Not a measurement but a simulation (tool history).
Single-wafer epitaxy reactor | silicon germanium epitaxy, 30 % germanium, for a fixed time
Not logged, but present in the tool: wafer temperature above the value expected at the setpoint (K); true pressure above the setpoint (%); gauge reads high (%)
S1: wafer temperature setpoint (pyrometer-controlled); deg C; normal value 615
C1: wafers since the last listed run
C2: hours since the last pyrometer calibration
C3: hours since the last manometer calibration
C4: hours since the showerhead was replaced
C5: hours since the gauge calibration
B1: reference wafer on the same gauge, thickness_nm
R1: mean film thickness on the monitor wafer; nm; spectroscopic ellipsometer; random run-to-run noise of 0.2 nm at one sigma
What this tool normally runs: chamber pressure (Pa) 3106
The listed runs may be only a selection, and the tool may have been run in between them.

{"run": 1, "day": 0.0, "S1": 608, "chamber pressure (Pa)": 3106, "C1": 0, "C2": 2658.6, "C3": 3048.1, "C4": 4514.7, "C5": 175.2, "B1": 90.233, "R1": 82.559}
{"run": 2, "day": 0.738, "S1": 608, "chamber pressure (Pa)": 3106, "C1": 288, "C2": 2676.3, "C3": 3065.8, "C4": 4532.4, "C5": 192.9, "B1": 90.283, "R1": 82.852}
{"day": 0.842, "done": "gauge calibrated"}
{"run": 3, "day": 1.071, "S1": 606, "chamber pressure (Pa)": 3106, "C1": 130, "C2": 2684.3, "C3": 3073.8, "C4": 4540.4, "C5": 5.5, "B1": 90.349, "R1": 79.591}
{"run": 4, "day": 1.538, "S1": 615, "chamber pressure (Pa)": 3106, "C1": 182, "C2": 2695.5, "C3": 3085, "C4": 4551.6, "C5": 16.7, "B1": 90.351, "R1": 93.49}
{"run": 5, "day": 2.258, "S1": 615, "chamber pressure (Pa)": 3106, "C1": 282, "C2": 2712.8, "C3": 3102.3, "C4": 4568.9, "C5": 34, "B1": 90.31, "R1": 93.796}
{"run": 6, "day": 2.733, "S1": 615, "chamber pressure (Pa)": 3106, "C1": 185, "C2": 2724.2, "C3": 3113.7, "C4": 4580.3, "C5": 45.4, "B1": 90.26, "R1": 93.823}
{"run": 7, "day": 3.417, "S1": 615, "chamber pressure (Pa)": 3106, "C1": 267, "C2": 2740.6, "C3": 3130.1, "C4": 4596.7, "C5": 61.8, "B1": 90.314, "R1": 93.9}
{"run": 8, "day": 3.942, "S1": 615, "chamber pressure (Pa)": 3106, "C1": 205, "C2": 2753.2, "C3": 3142.7, "C4": 4609.3, "C5": 74.4, "B1": 90.335, "R1": 93.872}
{"day": 4.746, "done": "showerhead replaced"}
{"day": 4.979, "done": "capacitance manometer re-zeroed and calibrated"}
{"run": 9, "day": 5.0, "S1": 615, "chamber pressure (Pa)": 3106, "C1": 191, "C2": 2778.6, "C3": 0.5, "C4": 6.1, "C5": 99.8, "B1": 90.315, "R1": 94.055}
{"run": 10, "day": 5.017, "S1": 615, "chamber pressure (Pa)": 3106, "C1": 6, "C2": 2779, "C3": 0.9, "C4": 6.5, "C5": 100.2, "B1": 90.307, "R1": 93.644}
{"run": 11, "day": 5.412, "S1": 615, "chamber pressure (Pa)": 3106, "C1": 154, "C2": 2788.5, "C3": 10.4, "C4": 16, "C5": 109.7, "B1": 90.313, "R1": 94.101}
{"day": 5.792, "done": "pyrometer calibrated"}
{"run": 12, "day": 5.954, "S1": 615, "chamber pressure (Pa)": 3106, "C1": 81, "C2": 3.9, "C3": 23.4, "C4": 29, "C5": 122.7, "B1": 90.248, "R1": 82.811}
{"run": 13, "day": 6.229, "S1": 615, "chamber pressure (Pa)": 3106, "C1": 107, "C2": 10.5, "C3": 30, "C4": 35.6, "C5": 129.3, "B1": 90.324, "R1": 82.739}
{"run": 14, "day": 6.638, "S1": 615, "chamber pressure (Pa)": 3706, "C1": 159, "C2": 20.3, "C3": 39.8, "C4": 45.4, "C5": 139.1, "B1": 90.268, "R1": 88.529}
{"run": 15, "day": 7.246, "S1": 615, "chamber pressure (Pa)": 3106, "C1": 238, "C2": 34.9, "C3": 54.4, "C4": 60, "C5": 153.7, "B1": 90.318, "R1": 82.59}
{"run": 16, "day": 7.758, "S1": 624, "chamber pressure (Pa)": 2706, "C1": 200, "C2": 47.2, "C3": 66.7, "C4": 72.3, "C5": 166, "B1": 90.372, "R1": 92.196}
{"run": 17, "day": 8.05, "S1": 615, "chamber pressure (Pa)": 3106, "C1": 114, "C2": 54.2, "C3": 73.7, "C4": 79.3, "C5": 173, "B1": 90.316, "R1": 82.925}
{"run": 18, "day": 8.617, "S1": 604, "chamber pressure (Pa)": 3626, "C1": 221, "C2": 67.8, "C3": 87.3, "C4": 92.9, "C5": 186.6, "B1": 90.249, "R1": 71.827}
{"day": 8.95, "done": "gauge calibrated"}
{"run": 19, "day": 9.504, "S1": 615, "chamber pressure (Pa)": 3106, "C1": 347, "C2": 89.1, "C3": 108.6, "C4": 114.2, "C5": 13.3, "B1": 90.315, "R1": 83.369}
{"run": 20, "day": 9.917, "S1": 629, "chamber pressure (Pa)": 2386, "C1": 161, "C2": 99, "C3": 118.5, "C4": 124.1, "C5": 23.2, "B1": 90.321, "R1": 96.485}
{"run": 21, "day": 10.446, "S1": 610, "chamber pressure (Pa)": 3573, "C1": 207, "C2": 111.7, "C3": 131.2, "C4": 136.8, "C5": 35.9, "B1": 90.317, "R1": 80.563}
{"run": 22, "day": 10.725, "S1": 621, "chamber pressure (Pa)": 3613, "C1": 109, "C2": 118.4, "C3": 137.9, "C4": 143.5, "C5": 42.6, "B1": 90.266, "R1": 98.954}
{"run": 23, "day": 11.162, "S1": 629, "chamber pressure (Pa)": 3786, "C1": 171, "C2": 128.9, "C3": 148.4, "C4": 154, "C5": 53.1, "B1": 90.331, "R1": 115.873}
{"run": 24, "day": 11.488, "S1": 615, "chamber pressure (Pa)": 3106, "C1": 127, "C2": 136.7, "C3": 156.2, "C4": 161.8, "C5": 60.9, "B1": 90.361, "R1": 83.894}
{"run": 25, "day": 12.179, "S1": 621, "chamber pressure (Pa)": 3493, "C1": 270, "C2": 153.3, "C3": 172.8, "C4": 178.4, "C5": 77.5, "B1": 90.326, "R1": 97.991}
{"run": 26, "day": 12.867, "S1": 615, "chamber pressure (Pa)": 3106, "C1": 269, "C2": 169.8, "C3": 189.3, "C4": 194.9, "C5": 94, "B1": 90.323, "R1": 84.24}
{"run": 27, "day": 13.121, "S1": 615, "chamber pressure (Pa)": 3106, "C1": 99, "C2": 175.9, "C3": 195.4, "C4": 201, "C5": 100.1, "B1": 90.206, "R1": 84.164}

4 options for the next run, each taken on its own from the tool as it stands now. Forecast them:
{"run": "A", "day": 13.138, "S1": 629, "chamber pressure (Pa)": 3106, "C1": 6, "C2": 176.3, "C3": 195.8, "C4": 201.4, "C5": 100.5, "B1": "?", "R1": "?"}
{"run": "B", "day": 13.138, "S1": 619, "chamber pressure (Pa)": 3666, "C1": 6, "C2": 176.3, "C3": 195.8, "C4": 201.4, "C5": 100.5, "B1": "?", "R1": "?"}
{"run": "C", "day": 13.138, "S1": 628, "chamber pressure (Pa)": 2480, "C1": 6, "C2": 176.3, "C3": 195.8, "C4": 201.4, "C5": 100.5, "B1": "?", "R1": "?"}
{"run": "D", "day": 13.138, "S1": 622, "chamber pressure (Pa)": 3853, "C1": 6, "C2": 176.3, "C3": 195.8, "C4": 201.4, "C5": 100.5, "B1": "?", "R1": "?"}

run=A B1=90.239 R1=107.973
run=B B1=90.239 R1=96.502
run=C B1=90.239 R1=97.127
run=D B1=90.239 R1=103.836
The same runs, with their run-to-run variation unchanged, on a tool lacking any hidden condition would have given:
run=A R1=106.664
run=B R1=95.305
run=C R1=95.947
run=D R1=102.556

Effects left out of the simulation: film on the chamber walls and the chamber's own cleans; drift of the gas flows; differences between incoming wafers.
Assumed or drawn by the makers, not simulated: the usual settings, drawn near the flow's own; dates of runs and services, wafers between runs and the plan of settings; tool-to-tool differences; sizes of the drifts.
